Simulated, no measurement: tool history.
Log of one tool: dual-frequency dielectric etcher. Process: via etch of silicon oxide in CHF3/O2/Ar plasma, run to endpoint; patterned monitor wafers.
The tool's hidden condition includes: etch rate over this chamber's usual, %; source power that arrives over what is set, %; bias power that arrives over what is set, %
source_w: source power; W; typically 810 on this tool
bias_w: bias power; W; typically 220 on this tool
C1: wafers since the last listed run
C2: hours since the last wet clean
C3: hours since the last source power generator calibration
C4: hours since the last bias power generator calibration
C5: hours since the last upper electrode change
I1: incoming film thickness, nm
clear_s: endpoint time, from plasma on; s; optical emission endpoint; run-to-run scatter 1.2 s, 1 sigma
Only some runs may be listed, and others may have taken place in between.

Run 1, hour 0: usual settings; C1 0; C2 200.8; C3 1943.5; C4 2133; C5 4529.8; I1 480.8. Result: clear_s 206.5 s.
Run 2, hour 34.9: usual settings; C1 109; C2 235.7; C3 1978.4; C4 2167.9; C5 4564.7; I1 483.3. Result: clear_s 206.4 s.
Run 3, hour 51.1: usual settings; C1 50; C2 251.9; C3 1994.6; C4 2184.1; C5 4580.9; I1 483.3. Result: clear_s 208.4 s.
Run 4, hour 79.1: usual settings but source_w 680 W; C1 87; C2 279.9; C3 2022.6; C4 2212.1; C5 4608.9; I1 482.2. Result: clear_s 227.7 s.
Run 5, hour 91.9: usual settings but source_w 680 W; C1 40; C2 292.7; C3 2035.4; C4 2224.9; C5 4621.7; I1 481.9. Result: clear_s 224.7 s.
Run 6, hour 126.1: usual settings but source_w 680 W; C1 107; C2 326.9; C3 2069.6; C4 2259.1; C5 4655.9; I1 478.2. Result: clear_s 226.3 s.
Run 7, hour 159.5: usual settings; C1 104; C2 360.3; C3 2103; C4 2292.5; C5 4689.3; I1 481.7. Result: clear_s 209.4 s.
Run 8, hour 190: usual settings; C1 95; C2 390.8; C3 2133.5; C4 2323; C5 4719.8; I1 483.1. Result: clear_s 211.6 s.
At hour 203.7: bias power generator calibrated.
Run 9, hour 207.5: usual settings but source_w 650 W; C1 42; C2 408.3; C3 2151; C4 3.8; C5 4737.3; I1 482.4. Result: clear_s 230.1 s.
At hour 236.8: wet clean of the chamber.
Run 10, hour 237.3: usual settings; C1 18; C2 0.5; C3 2180.8; C4 33.6; C5 4767.1; I1 482.7. Result: clear_s 215.8 s.
Run 11, hour 246: usual settings; C1 27; C2 9.2; C3 2189.5; C4 42.3; C5 4775.8; I1 476.7. Result: clear_s 213.3 s.
Run 12, hour 294.8: usual settings but bias_w 255 W; C1 152; C2 58; C3 2238.3; C4 91.1; C5 4824.6; I1 482.9. Result: clear_s 209.2 s.
Run 13, hour 315.3: usual settings but bias_w 255 W; C1 64; C2 78.5; C3 2258.8; C4 111.6; C5 4845.1; I1 482.5. Result: clear_s 207.8 s.
Run 14, hour 350.7: usual settings but bias_w 255 W; C1 110; C2 113.9; C3 2294.2; C4 147; C5 4880.5; I1 483.2. Result: clear_s 209.2 s.
Run 15, hour 375.3: usual settings; C1 77; C2 138.5; C3 2318.8; C4 171.6; C5 4905.1; I1 485. Result: clear_s 219.9 s.
Run 16, hour 393.4: usual settings; C1 56; C2 156.6; C3 2336.9; C4 189.7; C5 4923.2; I1 484.1. Result: clear_s 216.2 s.
Run 17, hour 408.3: usual settings; C1 46; C2 171.5; C3 2351.8; C4 204.6; C5 4938.1; I1 485.2. Result: clear_s 221.6 s.
Run 18, hour 433.2: usual settings but source_w 960 W, bias_w 261 W; C1 78; C2 196.4; C3 2376.7; C4 229.5; C5 4963; I1 486.3. Result: clear_s 194.1 s.

Run 19, settings as shown, results not yet in. Your forecast:
At hour 466.3: wet clean of the chamber, repeated, since the last time left the tool worse.
Run 19, hour 466.8: usual settings but source_w 630 W, bias_w 250 W; C1 30; C2 0.5; C3 2410.3; C4 263.1; C5 4996.6; I1 481.9. Result: clear_s ?.

clear_s: 220.6 s
Had the tool carried no hidden state, the very same run would have given clear_s 220.2 s.
